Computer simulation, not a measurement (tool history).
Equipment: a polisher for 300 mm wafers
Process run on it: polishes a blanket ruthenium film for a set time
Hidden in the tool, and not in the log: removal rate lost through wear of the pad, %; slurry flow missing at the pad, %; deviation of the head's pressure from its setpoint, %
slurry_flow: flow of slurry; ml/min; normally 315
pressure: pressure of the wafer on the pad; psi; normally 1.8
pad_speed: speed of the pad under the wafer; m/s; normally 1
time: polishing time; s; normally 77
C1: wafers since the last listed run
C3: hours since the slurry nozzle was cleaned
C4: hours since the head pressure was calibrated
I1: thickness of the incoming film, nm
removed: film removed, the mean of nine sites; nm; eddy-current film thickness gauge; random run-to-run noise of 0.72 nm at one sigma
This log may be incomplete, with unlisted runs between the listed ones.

Run 1, day 0: usual settings but time 69 s; C1 0; wafers polished on this pad 1374; C3 355.6; C4 484.5; I1 263. Result: removed 59.2 nm.
At day 0.229: worn pad replaced by a new one.
Run 2, day 1.408: usual settings but time 69 s; C1 182; wafers polished on this pad 173; C3 389.4; C4 518.3; I1 255.4. Result: removed 60.6 nm.
Run 3, day 2.638: usual settings but time 69 s; C1 180; wafers polished on this pad 353; C3 418.9; C4 547.8; I1 261. Result: removed 61 nm.
Run 4, day 4.792: usual settings but slurry_flow 260 ml/min, time 98 s; C1 316; wafers polished on this pad 669; C3 470.6; C4 599.5; I1 260.7. Result: removed 84.2 nm.
Run 5, day 6.017: usual settings but pad_speed 1.18 m/s; C1 179; wafers polished on this pad 849; C3 500; C4 628.9; I1 263.5. Result: removed 79.4 nm.
Run 6, day 8.038: usual settings; C1 296; wafers polished on this pad 1146; C3 548.5; C4 677.4; I1 256.3. Result: removed 66.9 nm.
Run 7, day 9.696: usual settings; C1 243; wafers polished on this pad 1389; C3 588.3; C4 717.2; I1 257.9. Result: removed 65.8 nm.
At day 10.583: worn pad replaced by a new one.
Run 8, day 11.275: usual settings; C1 207; wafers polished on this pad 101; C3 626.2; C4 755.1; I1 259.3. Result: removed 64.8 nm.
Run 9, day 13.012: usual settings but pressure 1.9 psi, time 88 s; C1 255; wafers polished on this pad 356; C3 667.9; C4 796.8; I1 260.7. Result: removed 77.7 nm.
Run 10, day 15.496: usual settings but slurry_flow 370 ml/min; C1 364; wafers polished on this pad 721; C3 727.5; C4 856.4; I1 259.7. Result: removed 66 nm.
At day 15.717: head pressure recalibrated.
Run 11, day 16.804: usual settings but slurry_flow 370 ml/min; C1 179; wafers polished on this pad 901; C3 758.9; C4 26.1; I1 259.8. Result: removed 69.3 nm.
At day 18.754: worn pad replaced by a new one.
Run 12, day 18.775: usual settings but slurry_flow 400 ml/min, pad_speed 0.7 m/s, time 101 s; C1 264; wafers polished on this pad 2; C3 806.2; C4 73.4; I1 256.3. Result: removed 64.6 nm.
Run 13, day 19.946: usual settings; C1 171; wafers polished on this pad 174; C3 834.3; C4 101.5; I1 260.2. Result: removed 66.9 nm.
Run 14, day 21.838: usual settings but pad_speed 0.72 m/s, time 52 s; C1 277; wafers polished on this pad 452; C3 879.7; C4 146.9; I1 258.9. Result: removed 33.2 nm.
At day 24.283: slurry nozzle cleaned.
Run 15, day 24.442: usual settings but time 69 s; C1 376; wafers polished on this pad 828; C3 3.8; C4 209.4; I1 258.4. Result: removed 60.6 nm.
Run 16, day 27.283: usual settings but slurry_flow 250 ml/min; C1 417; wafers polished on this pad 1245; C3 72; C4 277.6; I1 261.3. Result: removed 67.6 nm.
At day 28.525: worn pad replaced by a new one, of another model than before.
Run 17, day 30.088: usual settings but slurry_flow 255 ml/min, pad_speed 0.78 m/s, time 56 s; C1 387; wafers polished on this pad 229; C3 139.3; C4 344.9; I1 258. Result: removed 42.7 nm.
Run 18, day 32.058: usual settings but slurry_flow 260 ml/min; C1 289; wafers polished on this pad 518; C3 186.6; C4 392.2; I1 259.8. Result: removed 68.6 nm.
Run 19, day 33.075: usual settings but pad_speed 0.78 m/s, time 59 s; C1 149; wafers polished on this pad 667; C3 211; C4 416.6; I1 260.9. Result: removed 44.8 nm.
Run 20, day 34.238: usual settings but pressure 1.5 psi, pad_speed 1.16 m/s; C1 170; wafers polished on this pad 838; C3 238.9; C4 444.5; I1 259.2. Result: removed 69 nm.
Run 21, day 36.683: usual settings; C1 359; wafers polished on this pad 1197; C3 297.6; C4 503.2; I1 263.9. Result: removed 68.3 nm.
At day 37.233: worn pad replaced by a new one.
Run 22, day 45.517: usual settings; C1 1272; wafers polished on this pad 1215; C3 509.6; C4 715.2; I1 257.5. Result: removed 66.6 nm.

Hidden state at the last listed run before each entry between runs and at the first one after, where it differs:
Logged between run 1 and run 2: worn pad replaced by a new one (day 0.229)
  deviation of the head's pressure from its setpoint, %: -2.47 -> -2.73
  the result without the hidden state subtracted from the measured one, removed: -1.2 -> -1.3 nm
Logged between run 7 and run 8: worn pad replaced by a new one (day 10.583)
  deviation of the head's pressure from its setpoint, %: -4.63 -> -5.06
  the result without the hidden state subtracted from the measured one, removed: -2.5 -> -2.7 nm
Logged between run 10 and run 11: head pressure recalibrated (day 15.717)
  deviation of the head's pressure from its setpoint, %: -6.32 -> 0.407
  the result without the hidden state subtracted from the measured one, removed: -3.6 -> +0.2 nm
Logged between run 11 and run 12: worn pad replaced by a new one (day 18.754)
  deviation of the head's pressure from its setpoint, %: 0.407 -> 0.37
  the result without the hidden state subtracted from the measured one, removed: +0.2 -> +0.2 nm
Logged between run 14 and run 15: slurry nozzle cleaned (day 24.283)
  deviation of the head's pressure from its setpoint, %: 0.245 -> 0.0731
  the result without the hidden state subtracted from the measured one, removed: +0.1 -> +0 nm
Logged between run 16 and run 17: worn pad replaced by a new one, of another model than before (day 28.525)
  deviation of the head's pressure from its setpoint, %: -0.183 -> -0.507
  the result without the hidden state subtracted from the measured one, removed: -0.1 -> -0.1 nm
Logged between run 21 and run 22: worn pad replaced by a new one (day 37.233)
  deviation of the head's pressure from its setpoint, %: -1.54 -> -3.54
  the result without the hidden state subtracted from the measured one, removed: -0.5 -> -1 nm
